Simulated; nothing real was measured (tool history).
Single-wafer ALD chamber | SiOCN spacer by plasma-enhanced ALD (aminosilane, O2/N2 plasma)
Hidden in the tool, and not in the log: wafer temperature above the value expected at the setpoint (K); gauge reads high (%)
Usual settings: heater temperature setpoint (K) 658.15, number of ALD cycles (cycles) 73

run	day	heater temperature setpoint (K)	number of ALD cycles (cycles)	wafers since the last listed run	hours since the last thermocouple change	hours since the gauge calibration	read-back reference wafer on the same gauge, thickness_nm	mean film thickness on the monitor wafer (nm)
1	0.000	662.15	73	0	713.1	119.4	4.599	4.413
2	1.029	658.15	73	122	737.8	144.1	4.597	4.405
3	2.408	650.15	73	163	770.9	177.2	4.603	4.407
4	4.417	666.15	61	238	819.1	225.4	4.603	3.693
5	5.746	666.15	61	157	851.0	257.3	4.598	3.688
6	12.196	651.15	69	766	1005.8	412.1	4.601	4.174
7	14.279	658.15	65	247	1055.8	462.1	4.600	3.923
8	15.379	658.15	65	130	1082.2	488.5	4.601	3.915
9	18.275	658.15	73	344	1151.7	558.0	4.599	4.402
10	20.833	658.15	73	303	1213.1	619.4	4.597	4.416
11	22.500	658.15	73	198	1253.1	659.4	4.602	4.411
12	25.021	658.15	69	299	1313.6	719.9	4.603	4.160
13	27.496	658.15	69	294	1373.0	779.3	4.601	4.168
14	29.000	658.15	69	178	1409.1	815.4	4.604	4.163
15	31.921	664.15	85	347	1479.2	885.5	4.600	5.116
16	33.496	662.15	83	187	1517.0	923.3	4.597	5.021
17	36.392	652.15	73	344	1586.5	992.8	4.595	4.397
# day 37.854: gauge calibrated
18	38.342	670.15	64	231	1633.3	11.7	4.602	3.857
# day 39.458: thermocouple changed; heater temperature recalibrated
19	39.717	668.15	77	123	6.2	44.7	4.596	4.645
20	44.283	650.15	60	542	115.8	154.3	4.595	3.621
21	46.250	670.15	64	233	163.0	201.5	4.603	3.877
22	47.429	658.15	73	140	191.3	229.8	4.598	4.409
23	48.521	651.15	60	129	217.5	256.0	4.598	3.626
24	49.879	658.15	73	161	250.1	288.6	4.598	4.407
25	58.696	658.15	73	1047	461.7	500.2	4.601	4.403
26	60.608	653.15	73	227	507.6	546.1	4.599	4.406
27	62.383	673.15	87	210	550.2	588.7	4.601	5.192
28	63.383	658.15	73	118	574.2	612.7	4.598	4.399

3 ways to go on from here, each from the tool as it stands after run 28. What would each give?
A	63.404	667.15	73	2	574.7	613.2	?	?
B	63.404	663.15	73	2	574.7	613.2	?	?
C	63.404	671.15	73	2	574.7	613.2	?	?

run	read-back reference wafer on the same gauge, thickness_nm	mean film thickness on the monitor wafer (nm)
A	4.599	4.418
B	4.599	4.418
C	4.599	4.418
Without the tool's hidden state the same runs would have given:
run	mean film thickness on the monitor wafer (nm)
A	4.418
B	4.418
C	4.418

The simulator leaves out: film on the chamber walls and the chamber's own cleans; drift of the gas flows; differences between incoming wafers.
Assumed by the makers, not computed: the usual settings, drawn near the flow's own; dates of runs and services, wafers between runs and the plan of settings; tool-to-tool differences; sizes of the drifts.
